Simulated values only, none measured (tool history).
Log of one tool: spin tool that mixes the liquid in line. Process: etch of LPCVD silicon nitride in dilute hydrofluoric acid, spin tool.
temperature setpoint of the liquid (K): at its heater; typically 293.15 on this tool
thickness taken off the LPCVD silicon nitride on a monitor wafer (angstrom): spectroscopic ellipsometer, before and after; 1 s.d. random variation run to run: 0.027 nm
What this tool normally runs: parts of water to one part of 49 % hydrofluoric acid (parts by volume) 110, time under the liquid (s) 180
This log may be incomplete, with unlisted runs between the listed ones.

run,hour,temperature setpoint of the liquid (K),parts of water to one part of 49 % hydrofluoric acid (parts by volume),time under the liquid (s),wafers since the last listed run,hours since the thermometer was replaced,hours since the hydrofluoric acid flow meter was replaced,hours since the gauge calibration,"read-back film thickness of the LPCVD silicon nitride reference wafer, read on the same gauge (nm)",thickness taken off the LPCVD silicon nitride on a monitor wafer (angstrom)
1,0.0,293.15,70,180,0,1348.9,293.3,101.0,49.961,8.33
2,27.4,293.15,70,180,188,1376.3,320.7,128.4,50.000,8.28
3,50.1,293.15,110,180,156,1399.0,343.4,151.1,50.001,5.44
4,77.0,293.15,110,180,185,1425.9,370.3,178.0,50.018,5.34
5,106.0,293.15,110,180,199,1454.9,399.3,207.0,50.036,5.29
6,136.4,297.15,130,180,209,1485.3,429.7,237.4,49.996,5.52
7,166.9,297.15,130,180,209,1515.8,460.2,267.9,49.981,5.97
8,186.4,297.15,130,180,134,1535.3,479.7,287.4,49.997,6.10
9,215.7,293.15,85,215,201,1564.6,509.0,316.7,49.967,7.38
10,243.5,293.15,85,215,191,1592.4,536.8,344.5,50.015,8.25
# hour 253.3: gauge calibrated
11,265.8,293.15,110,180,153,1614.7,559.1,12.5,50.024,5.36
12,294.0,293.15,110,180,194,1642.9,587.3,40.7,49.981,5.79
13,309.0,293.15,110,180,103,1657.9,602.3,55.7,50.051,4.81
14,336.9,293.15,110,180,192,1685.8,630.2,83.6,49.969,5.22
15,357.0,293.15,140,110,138,1705.9,650.3,103.7,50.026,2.39
16,383.7,295.15,155,125,183,1732.6,677.0,130.4,49.980,2.93
# hour 398.6: thermometer replaced
# hour 402.1: hydrofluoric acid flow meter replaced
17,411.4,293.15,65,125,176,12.8,9.3,158.1,49.991,5.74
18,426.2,293.15,110,180,101,27.6,24.1,172.9,50.030,4.90
19,458.3,290.15,65,135,220,59.7,56.2,205.0,49.986,5.41
20,479.9,293.15,145,260,148,81.3,77.8,226.6,50.000,6.03
21,493.9,293.15,90,140,96,95.3,91.8,240.6,50.002,4.93
22,529.4,293.15,110,180,244,130.8,127.3,276.1,50.000,5.20
23,545.2,293.15,110,180,108,146.6,143.1,291.9,49.974,5.11
24,578.0,293.15,110,180,225,179.4,175.9,324.7,49.986,5.15
# hour 596.8: gauge calibrated
25,602.3,293.15,165,180,167,203.7,200.2,5.5,50.027,3.44
26,634.7,297.15,95,280,222,236.1,232.6,37.9,50.001,11.79
27,650.8,291.65,135,85,110,252.2,248.7,54.0,49.977,1.77
28,682.3,293.15,110,265,216,283.7,280.2,85.5,50.008,7.89

The tool's hidden state at each run:
liquid hotter than its thermometer reads (K): 0 across all the runs
hydrofluoric acid flow below the setpoint (%): 0 across all the runs
gauge reads high (%): 0 across all the runs

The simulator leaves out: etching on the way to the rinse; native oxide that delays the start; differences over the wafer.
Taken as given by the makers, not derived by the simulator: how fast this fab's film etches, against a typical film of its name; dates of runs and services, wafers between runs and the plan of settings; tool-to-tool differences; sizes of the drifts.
